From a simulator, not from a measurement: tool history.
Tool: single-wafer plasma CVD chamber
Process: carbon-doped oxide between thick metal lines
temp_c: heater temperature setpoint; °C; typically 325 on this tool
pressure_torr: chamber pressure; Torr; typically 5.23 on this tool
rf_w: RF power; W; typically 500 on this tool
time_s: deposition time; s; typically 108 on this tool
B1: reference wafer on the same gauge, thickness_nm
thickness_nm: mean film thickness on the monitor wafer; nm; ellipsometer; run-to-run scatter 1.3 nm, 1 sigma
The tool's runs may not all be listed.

run 1 hour=0.0 | temp_c=325 pressure_torr=4.57 rf_w=500 time_s=108 | B1=675.796 | thickness_nm=573.903
run 2 hour=81.1 | temp_c=325 pressure_torr=5.23 rf_w=500 time_s=122 | B1=675.709 | thickness_nm=670.804
run 3 hour=123.4 | temp_c=325 pressure_torr=4.62 rf_w=500 time_s=102 | B1=676.717 | thickness_nm=545.623
run 4 hour=177.6 | temp_c=325 pressure_torr=4.62 rf_w=500 time_s=102 | B1=676.439 | thickness_nm=546.495
run 5 hour=402.2 | temp_c=325 pressure_torr=4.62 rf_w=500 time_s=102 | B1=677.559 | thickness_nm=543.296
-- hour=445.1 RF generator calibrated
run 6 hour=457.9 | temp_c=325 pressure_torr=5.23 rf_w=500 time_s=108 | B1=677.590 | thickness_nm=595.495
-- hour=507.0 capacitance manometer re-zeroed and calibrated
run 7 hour=534.1 | temp_c=325 pressure_torr=5.23 rf_w=500 time_s=108 | B1=677.919 | thickness_nm=596.541
run 8 hour=602.1 | temp_c=325 pressure_torr=5.23 rf_w=500 time_s=108 | B1=677.685 | thickness_nm=600.650
run 9 hour=712.9 | temp_c=325 pressure_torr=5.23 rf_w=500 time_s=108 | B1=677.917 | thickness_nm=594.616
run 10 hour=765.4 | temp_c=325 pressure_torr=5.23 rf_w=500 time_s=108 | B1=677.702 | thickness_nm=598.761
run 11 hour=852.9 | temp_c=325 pressure_torr=5.23 rf_w=500 time_s=108 | B1=678.240 | thickness_nm=598.580
run 12 hour=924.4 | temp_c=311 pressure_torr=4.43 rf_w=500 time_s=129 | B1=678.314 | thickness_nm=712.845
run 13 hour=1011.7 | temp_c=325 pressure_torr=4.57 rf_w=500 time_s=108 | B1=678.982 | thickness_nm=577.256
run 14 hour=1097.7 | temp_c=325 pressure_torr=4.61 rf_w=500 time_s=108 | B1=678.675 | thickness_nm=579.300
run 15 hour=1146.3 | temp_c=319 pressure_torr=5.23 rf_w=415 time_s=92 | B1=679.077 | thickness_nm=468.970
run 16 hour=1439.4 | temp_c=325 pressure_torr=4.19 rf_w=555 time_s=93 | B1=679.198 | thickness_nm=512.374
run 17 hour=1508.9 | temp_c=338 pressure_torr=6.46 rf_w=420 time_s=126 | B1=679.478 | thickness_nm=636.627
run 18 hour=1569.2 | temp_c=317 pressure_torr=5.23 rf_w=500 time_s=108 | B1=679.603 | thickness_nm=613.440
-- hour=1581.6 showerhead replaced
run 19 hour=1615.3 | temp_c=316 pressure_torr=5.23 rf_w=570 time_s=108 | B1=679.826 | thickness_nm=659.648
run 20 hour=1691.9 | temp_c=338 pressure_torr=6.46 rf_w=420 time_s=126 | B1=679.896 | thickness_nm=635.165
run 21 hour=1756.1 | temp_c=325 pressure_torr=5.23 rf_w=500 time_s=108 | B1=679.320 | thickness_nm=598.525
run 22 hour=1827.3 | temp_c=325 pressure_torr=5.23 rf_w=450 time_s=108 | B1=678.953 | thickness_nm=568.110
-- hour=1894.5 thermocouple changed; heater temperature recalibrated
run 23 hour=1900.7 | temp_c=338 pressure_torr=5.23 rf_w=500 time_s=98 | B1=680.337 | thickness_nm=524.751
-- hour=1929.3 gauge calibrated
run 24 hour=1940.9 | temp_c=325 pressure_torr=5.23 rf_w=500 time_s=108 | B1=663.153 | thickness_nm=582.719
run 25 hour=2030.0 | temp_c=325 pressure_torr=5.23 rf_w=425 time_s=108 | B1=664.608 | thickness_nm=535.226
run 26 hour=2253.5 | temp_c=325 pressure_torr=5.23 rf_w=500 time_s=108 | B1=667.549 | thickness_nm=585.829
run 27 hour=2358.4 | temp_c=325 pressure_torr=5.66 rf_w=500 time_s=87 | B1=667.753 | thickness_nm=484.137
run 28 hour=2461.2 | temp_c=325 pressure_torr=5.23 rf_w=585 time_s=108 | B1=669.094 | thickness_nm=637.649
-- hour=2486.2 capacitance manometer re-zeroed and calibrated
run 29 hour=2566.9 | temp_c=325 pressure_torr=5.23 rf_w=530 time_s=108 | B1=670.403 | thickness_nm=607.100

Predict each of these 3 candidate next runs independently; none follows another, all start after run 29:
run A hour=2567.3 | temp_c=325 pressure_torr=5.23 rf_w=460 time_s=108 | B1=? | thickness_nm=?
run B hour=2567.3 | temp_c=318 pressure_torr=5.23 rf_w=420 time_s=108 | B1=? | thickness_nm=?
run C hour=2567.3 | temp_c=331 pressure_torr=5.77 rf_w=580 time_s=127 | B1=? | thickness_nm=?

run=A B1=669.406 thickness_nm=565.845
run=B B1=669.406 thickness_nm=549.335
run=C B1=669.406 thickness_nm=751.223
Stripped of hidden state, with their random variation kept, the same runs would have yielded:
run=A thickness_nm=560.069
run=B thickness_nm=543.727
run=C thickness_nm=743.554

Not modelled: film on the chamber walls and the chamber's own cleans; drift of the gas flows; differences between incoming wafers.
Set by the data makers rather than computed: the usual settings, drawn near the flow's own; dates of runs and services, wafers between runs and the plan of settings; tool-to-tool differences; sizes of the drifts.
